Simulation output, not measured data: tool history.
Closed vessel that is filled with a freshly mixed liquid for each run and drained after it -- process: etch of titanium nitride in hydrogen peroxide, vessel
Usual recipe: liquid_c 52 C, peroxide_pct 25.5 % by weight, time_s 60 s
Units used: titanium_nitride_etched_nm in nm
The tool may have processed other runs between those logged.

| run | hour | liquid_c | peroxide_pct | time_s | read-back film thickness of the titanium nitride reference wafer, read on the same gauge (nm) | titanium_nitride_etched_nm |
|---|---|---|---|---|---|---|
| 1 | 0 | 52 | 25.5 | 60 | 110.17 | 5.8 |
| 2 | 39.7 | 52 | 25.5 | 60 | 110.15 | 5.72 |
| 3 | 99.5 | 52 | 25.5 | 60 | 110.21 | 5.73 |
| 4 | 130.8 | 55.5 | 25.5 | 60 | 110.29 | 7.3 |
| 5 | 162.4 | 55.5 | 25.5 | 60 | 110.32 | 7.3 |
| 6 | 202.4 | 52 | 24 | 60 | 110.39 | 5.64 |
| 7 | 251.3 | 52 | 24 | 60 | 110.47 | 5.63 |
| 8 | 301.2 | 52 | 25.5 | 60 | 110.63 | 5.8 |
| 9 | 361 | 52 | 25.5 | 60 | 110.84 | 5.83 |
| 10 | 388.3 | 48 | 25.5 | 60 | 110.94 | 4.37 |
| 11 | 425.4 | 48 | 25.5 | 60 | 111.07 | 4.3 |
|  | 435.1 | new drum of peroxide connected |
| 12 | 484.8 | 48 | 25.5 | 60 | 111.33 | 4.34 |
|  | 549.7 | thermometer replaced |
| 13 | 555 | 52 | 30 | 60 | 111.68 | 6.06 |
| 14 | 603.2 | 52 | 23.5 | 40 | 111.88 | 3.84 |
| 15 | 636.1 | 52 | 20 | 60 | 112.09 | 5.54 |
| 16 | 690.9 | 61 | 18.5 | 85 | 112.42 | 14.79 |
| 17 | 742.4 | 52 | 25.5 | 60 | 112.72 | 5.93 |
|  | 759 | peroxide flow meter replaced |
| 18 | 813.4 | 52 | 25.5 | 60 | 113.25 | 5.89 |
| 19 | 870.1 | 60.5 | 28.5 | 40 | 113.62 | 7.31 |
|  | 881.1 | gauge calibrated |
| 20 | 919.5 | 52 | 28.5 | 90 | 110.11 | 8.76 |
| 21 | 988.3 | 61 | 21.5 | 85 | 110.13 | 14.66 |
| 22 | 1048.4 | 49.5 | 18.5 | 90 | 110.22 | 6.84 |
| 23 | 1076.1 | 54.5 | 28.5 | 85 | 110.25 | 9.88 |
| 24 | 1130.1 | 52 | 25.5 | 60 | 110.32 | 5.78 |

Consider 4 possible next runs. They are alternatives, not a sequence: every one starts from the tool as it was left by run 24. What does each give?
| A | 1130.8 | 52 | 25.5 | 60 | ? | ? |
| B | 1130.8 | 56.5 | 25.5 | 45 | ? | ? |
| C | 1130.8 | 44.5 | 20.5 | 40 | ? | ? |
| D | 1130.8 | 52 | 30 | 70 | ? | ? |

| run | read-back film thickness of the titanium nitride reference wafer, read on the same gauge (nm) | titanium_nitride_etched_nm |
|---|---|---|
| A | 110.36 | 5.8 |
| B | 110.36 | 5.98 |
| C | 110.36 | 2.13 |
| D | 110.36 | 7.02 |
Without the tool's unlogged condition, the same runs would have read:
| run | titanium_nitride_etched_nm |
|---|---|
| A | 5.79 |
| B | 5.96 |
| C | 2.13 |
| D | 7 |
